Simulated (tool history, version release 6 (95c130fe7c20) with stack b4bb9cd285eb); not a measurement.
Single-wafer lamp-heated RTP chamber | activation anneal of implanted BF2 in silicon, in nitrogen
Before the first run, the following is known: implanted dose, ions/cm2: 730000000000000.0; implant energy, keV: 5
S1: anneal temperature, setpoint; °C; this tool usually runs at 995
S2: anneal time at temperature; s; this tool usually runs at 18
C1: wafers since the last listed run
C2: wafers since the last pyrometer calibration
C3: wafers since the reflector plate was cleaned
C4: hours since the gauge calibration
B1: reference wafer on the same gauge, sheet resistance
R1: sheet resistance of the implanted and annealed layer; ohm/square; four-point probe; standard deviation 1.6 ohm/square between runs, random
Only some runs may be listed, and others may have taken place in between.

run	hour	S1	S2	C1	C2	C3	C4	B1	R1
1	0.0	974	18	0	2148	10833	108.5	440.61	417.49
# hour 16.5: pyrometer window cleaned and pyrometer calibrated
2	18.6	995	18	172	33	11006	127.1	439.92	369.24
3	46.3	995	18	450	484	11457	154.8	439.58	364.00
4	60.7	995	18	234	719	11692	169.2	440.58	365.58
5	90.6	995	18	486	1206	12178	199.1	440.05	359.18
6	117.6	971	26	439	1645	12618	226.1	439.90	390.34
7	131.6	971	26	227	1873	12846	240.1	440.32	389.27
# hour 141.1: pyrometer window cleaned and pyrometer calibrated
# hour 163.9: reflector plate cleaned
8	164.4	971	26	273	248	8	272.9	440.17	436.70
9	192.2	971	26	452	700	460	300.7	439.74	430.01
10	223.4	1006	13	507	1208	968	331.9	439.76	371.19
11	250.9	1015	13	447	1656	1416	359.4	440.03	349.04
12	276.7	966	18	420	2076	1836	385.2	439.73	468.69
# hour 290.9: pyrometer window cleaned and pyrometer calibrated
# hour 296.0: gauge calibrated
13	298.1	1007	15	218	117	2054	2.1	440.02	367.46
14	315.5	995	18	283	400	2338	19.5	439.29	377.48
15	328.5	995	10	211	612	2549	32.5	439.18	434.48
16	344.9	1022	11	267	879	2816	48.9	440.66	350.83
17	370.3	967	15	413	1293	3230	74.3	440.94	500.12

4 ways to go on from here, each from the tool as it stands after run 17. What would each give?
A	370.7	995	18	6	1299	3236	74.7	?	?
B	370.7	967	14	6	1299	3236	74.7	?	?
C	370.7	1010	23	6	1299	3236	74.7	?	?
D	370.7	995	8	6	1299	3236	74.7	?	?

run	B1	R1
A	439.94	372.86
B	439.94	513.82
C	439.94	325.61
D	439.94	451.62
Without the tool's hidden state the same runs would have given:
run	R1
A	391.94
B	555.76
C	338.06
D	478.33
